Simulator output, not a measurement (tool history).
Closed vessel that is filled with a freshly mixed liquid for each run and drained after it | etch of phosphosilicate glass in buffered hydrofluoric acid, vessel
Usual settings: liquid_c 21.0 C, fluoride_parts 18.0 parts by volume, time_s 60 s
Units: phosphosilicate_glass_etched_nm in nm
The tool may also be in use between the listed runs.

run     day  liquid_c  fluoride_parts  time_s  wafers since the last listed run  hours since the thermometer was replaced  hours since the hydrofluoric acid flow meter was replaced  hours since the gauge calibration  read-back film thickness of the phosphosilicate glass reference wafer, read on the same gauge (nm)  phosphosilicate_glass_etched_nm
  1   0.000      19.5            18.0      35                                 0                                     779.7                                                     1635.8                              321.7                                                                                               79.99                           156.53
  2   1.154      21.0            19.5      60                              4150                                     807.4                                                     1663.5                              349.4                                                                                               80.02                           270.85
  3   1.954      21.0            19.5      60                              2876                                     826.6                                                     1682.7                              368.6                                                                                               79.94                           270.79
  4   3.104      24.5            18.0      60                              4135                                     854.2                                                     1710.3                              396.2                                                                                               80.03                           356.79
  5   4.583      23.5            18.0      60                              5318                                     889.7                                                     1745.8                              431.7                                                                                               80.04                           334.73
  6   5.608      23.5            18.0      60                              3685                                     914.3                                                     1770.4                              456.3                                                                                               80.04                           335.52
      5.796  -- gauge calibrated
  7   6.854      21.0            18.0      60                              4479                                     944.2                                                     1800.3                               25.4                                                                                               79.98                           292.17
  8   7.521      21.0            18.0      60                              2397                                     960.2                                                     1816.3                               41.4                                                                                               80.01                           292.75
  9   8.296      25.5            18.0      40                              2786                                     978.8                                                     1834.9                               60.0                                                                                               80.01                           250.31
      8.758  -- hydrofluoric acid flow meter replaced
 10   9.725      21.0            15.5      60                              4989                                    1013.1                                                       23.2                               94.3                                                                                               79.96                           340.14
 11  11.154      21.0            23.5      80                              5139                                    1047.4                                                       57.5                              128.6                                                                                               79.96                           315.62
 12  12.592      19.5            18.0      35                              5169                                    1081.9                                                       92.0                              163.1                                                                                               80.00                           157.48
     13.408  -- thermometer replaced
 13  13.738      18.5            18.0      95                              3970                                       7.9                                                      119.5                              190.6                                                                                               79.95                           402.10
 14  16.367      25.5            18.0      40                              9454                                      71.0                                                      182.6                              253.7                                                                                               80.00                           250.85
 15  17.358      18.5            18.0      60                              3565                                      94.8                                                      206.4                              277.5                                                                                               79.99                           253.16
 16  17.958      23.5            18.0      60                              2157                                     109.2                                                      220.8                              291.9                                                                                               80.01                           337.62

Forecast each of these 4 alternatives for the next run:
  A  17.988      21.0            18.0      60                               104                                     109.9                                                      221.5                              292.6                                                                                                   ?                                ?
  B  17.988      21.0            21.0      35                               104                                     109.9                                                      221.5                              292.6                                                                                                   ?                                ?
  C  17.988      17.5            12.5      45                               104                                     109.9                                                      221.5                              292.6                                                                                                   ?                                ?
  D  17.988      23.0            18.0      60                               104                                     109.9                                                      221.5                              292.6                                                                                                   ?                                ?

run  read-back film thickness of the phosphosilicate glass reference wafer, read on the same gauge (nm)  phosphosilicate_glass_etched_nm
  A                                                                                               80.00                           292.41
  B                                                                                               80.00                           148.64
  C                                                                                               80.00                           257.74
  D                                                                                               80.00                           326.67
Without the tool's hidden state the same runs would have given:
run  phosphosilicate_glass_etched_nm
  A                           292.41
  B                           148.64
  C                           257.74
  D                           326.67

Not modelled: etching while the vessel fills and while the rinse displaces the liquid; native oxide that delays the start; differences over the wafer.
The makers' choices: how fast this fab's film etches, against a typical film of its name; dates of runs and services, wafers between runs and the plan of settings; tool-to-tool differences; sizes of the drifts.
